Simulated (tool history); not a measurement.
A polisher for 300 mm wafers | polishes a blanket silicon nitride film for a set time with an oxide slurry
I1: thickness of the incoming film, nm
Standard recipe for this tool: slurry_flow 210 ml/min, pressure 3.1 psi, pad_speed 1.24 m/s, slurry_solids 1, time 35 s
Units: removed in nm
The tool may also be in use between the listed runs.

{"run": 1, "hour": 0.0, "slurry_flow": 210, "pressure": 3.1, "pad_speed": 1.24, "slurry_solids": 1, "time": 35, "I1": 453.7, "removed": 26.2}
{"run": 2, "hour": 17.5, "slurry_flow": 210, "pressure": 3.1, "pad_speed": 1.24, "slurry_solids": 1, "time": 35, "I1": 448.9, "removed": 26.7}
{"hour": 21.5, "done": "worn pad replaced by a new one"}
{"run": 3, "hour": 27.7, "slurry_flow": 210, "pressure": 3.1, "pad_speed": 1.24, "slurry_solids": 1, "time": 35, "I1": 443.7, "removed": 26}
{"run": 4, "hour": 42.8, "slurry_flow": 210, "pressure": 3.1, "pad_speed": 1.24, "slurry_solids": 1, "time": 35, "I1": 450.1, "removed": 26.3}
{"run": 5, "hour": 51.2, "slurry_flow": 210, "pressure": 3.1, "pad_speed": 1.24, "slurry_solids": 1, "time": 35, "I1": 448.6, "removed": 26.5}
{"run": 6, "hour": 66.2, "slurry_flow": 210, "pressure": 3.1, "pad_speed": 1.24, "slurry_solids": 1, "time": 35, "I1": 449.2, "removed": 25.6}
{"hour": 79.9, "done": "worn pad replaced by a new one"}
{"hour": 81.1, "done": "slurry blender recalibrated"}
{"run": 7, "hour": 81.6, "slurry_flow": 210, "pressure": 3.1, "pad_speed": 1.24, "slurry_solids": 1, "time": 35, "I1": 444.1, "removed": 26.1}
{"hour": 92.0, "done": "conditioning disc replaced and pad reconditioned"}
{"run": 8, "hour": 95.4, "slurry_flow": 210, "pressure": 3.1, "pad_speed": 1.24, "slurry_solids": 1, "time": 35, "I1": 441.1, "removed": 25.6}
{"hour": 106.8, "done": "head pressure recalibrated"}
{"run": 9, "hour": 110.2, "slurry_flow": 210, "pressure": 3.1, "pad_speed": 1.24, "slurry_solids": 1, "time": 35, "I1": 449.9, "removed": 25.4}
{"run": 10, "hour": 118.2, "slurry_flow": 210, "pressure": 3.1, "pad_speed": 1.24, "slurry_solids": 1, "time": 35, "I1": 449, "removed": 25.8}
{"run": 11, "hour": 133.9, "slurry_flow": 210, "pressure": 3.1, "pad_speed": 1.24, "slurry_solids": 1, "time": 35, "I1": 444.4, "removed": 25.4}
{"hour": 135.5, "done": "slurry nozzle cleaned"}
{"run": 12, "hour": 140.2, "slurry_flow": 210, "pressure": 3.1, "pad_speed": 1.24, "slurry_solids": 1, "time": 35, "I1": 450.4, "removed": 27.4}
{"hour": 148.6, "done": "worn pad replaced by a new one"}
{"run": 13, "hour": 153.8, "slurry_flow": 210, "pressure": 3.1, "pad_speed": 1.24, "slurry_solids": 1, "time": 35, "I1": 450.4, "removed": 27.3}
{"run": 14, "hour": 164.2, "slurry_flow": 190, "pressure": 2.8, "pad_speed": 1.24, "slurry_solids": 0.75, "time": 30, "I1": 447.8, "removed": 17.5}
{"run": 15, "hour": 178.7, "slurry_flow": 210, "pressure": 3.1, "pad_speed": 1.24, "slurry_solids": 0.9, "time": 35, "I1": 454.1, "removed": 25.8}

The next listed run, before its measurement:
{"run": 16, "hour": 188.0, "slurry_flow": 260, "pressure": 3.1, "pad_speed": 1.1, "slurry_solids": 0.75, "time": 46, "I1": 450.2, "removed": "?"}

removed: 27.9 nm
If the tool had no hidden condition, the same run with the same run-to-run variation would have returned removed 28.1 nm.

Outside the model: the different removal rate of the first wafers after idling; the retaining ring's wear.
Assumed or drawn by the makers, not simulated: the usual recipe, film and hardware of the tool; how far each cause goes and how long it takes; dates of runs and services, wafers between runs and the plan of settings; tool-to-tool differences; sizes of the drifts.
